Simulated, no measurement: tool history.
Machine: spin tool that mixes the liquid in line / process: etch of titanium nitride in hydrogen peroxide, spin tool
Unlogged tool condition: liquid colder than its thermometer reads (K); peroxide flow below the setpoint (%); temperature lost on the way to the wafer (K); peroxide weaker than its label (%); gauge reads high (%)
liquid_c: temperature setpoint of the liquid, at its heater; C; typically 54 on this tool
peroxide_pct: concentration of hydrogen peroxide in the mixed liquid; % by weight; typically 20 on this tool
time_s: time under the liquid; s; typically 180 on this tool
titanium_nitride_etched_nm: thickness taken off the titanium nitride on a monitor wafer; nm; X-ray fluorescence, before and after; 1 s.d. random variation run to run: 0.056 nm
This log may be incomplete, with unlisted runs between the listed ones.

| run | hour | liquid_c | peroxide_pct | time_s | wafers since the last listed run | hours since the thermometer was replaced | hours since the peroxide flow meter was replaced | hours since the heated supply line was repaired | hours since the drum of peroxide was connected | hours since the gauge calibration | read-back film thickness of the titanium nitride reference wafer, read on the same gauge (nm) | titanium_nitride_etched_nm |
|---|---|---|---|---|---|---|---|---|---|---|---|---|
| 1 | 0 | 54 | 20 | 180 | 0 | 249.8 | 794.3 | 643.9 | 703.6 | 1324.8 | 100.01 | 11.05 |
|  | 26.1 | new drum of peroxide connected |
| 2 | 53.5 | 54 | 20 | 180 | 439 | 303.3 | 847.8 | 697.4 | 27.4 | 1378.3 | 100.01 | 11.25 |
| 3 | 105.1 | 54 | 20 | 180 | 431 | 354.9 | 899.4 | 749 | 79 | 1429.9 | 100.01 | 11.13 |
| 4 | 145.1 | 54 | 20 | 180 | 334 | 394.9 | 939.4 | 789 | 119 | 1469.9 | 100 | 11.2 |
| 5 | 188.4 | 54 | 20 | 180 | 362 | 438.2 | 982.7 | 832.3 | 162.3 | 1513.2 | 100.01 | 11 |
| 6 | 217.3 | 54 | 20 | 180 | 241 | 467.1 | 1011.6 | 861.2 | 191.2 | 1542.1 | 100.02 | 11.08 |
|  | 222.3 | gauge calibrated |
|  | 254.9 | thermometer replaced |
| 7 | 255.5 | 54 | 20 | 180 | 311 | 0.6 | 1049.8 | 899.4 | 229.4 | 33.2 | 99.98 | 11.36 |
|  | 277.6 | peroxide flow meter replaced |
| 8 | 313.6 | 54 | 20 | 180 | 477 | 58.7 | 36 | 957.5 | 287.5 | 91.3 | 99.99 | 11.35 |
| 9 | 381 | 54 | 20 | 180 | 563 | 126.1 | 103.4 | 1024.9 | 354.9 | 158.7 | 100.01 | 11.27 |
| 10 | 424.8 | 62.5 | 20 | 285 | 366 | 169.9 | 147.2 | 1068.7 | 398.7 | 202.5 | 100 | 31.75 |
| 11 | 475 | 54 | 20 | 180 | 420 | 220.1 | 197.4 | 1118.9 | 448.9 | 252.7 | 100 | 11.14 |
| 12 | 540.1 | 44 | 20 | 240 | 544 | 285.2 | 262.5 | 1184 | 514 | 317.8 | 100 | 7.14 |
| 13 | 592.5 | 63.5 | 20 | 180 | 438 | 337.6 | 314.9 | 1236.4 | 566.4 | 370.2 | 100.01 | 21.14 |
|  | 593.8 | new drum of peroxide connected |
| 14 | 618.3 | 54 | 20 | 285 | 207 | 363.4 | 340.7 | 1262.2 | 24.5 | 396 | 100.01 | 17.71 |
| 15 | 681.1 | 54 | 20 | 180 | 525 | 426.2 | 403.5 | 1325 | 87.3 | 458.8 | 100.01 | 11.08 |
| 16 | 739.7 | 54 | 20 | 180 | 490 | 484.8 | 462.1 | 1383.6 | 145.9 | 517.4 | 100 | 10.98 |
|  | 766 | heated supply line repaired |
|  | 800.4 | thermometer replaced |
| 17 | 886.8 | 54 | 20 | 180 | 1214 | 86.4 | 609.2 | 120.8 | 293 | 664.5 | 100 | 11.33 |

Run 18 has not been measured yet. What should we expect?
| 18 | 941.8 | 54 | 20 | 140 | 460 | 141.4 | 664.2 | 175.8 | 348 | 719.5 | ? | ? |

read-back film thickness of the titanium nitride reference wafer, read on the same gauge (nm): 100.01
titanium_nitride_etched_nm: 8.82 nm
With the hidden condition absent and the run-to-run variation left alone, this run would have shown titanium_nitride_etched_nm 9.04 nm.

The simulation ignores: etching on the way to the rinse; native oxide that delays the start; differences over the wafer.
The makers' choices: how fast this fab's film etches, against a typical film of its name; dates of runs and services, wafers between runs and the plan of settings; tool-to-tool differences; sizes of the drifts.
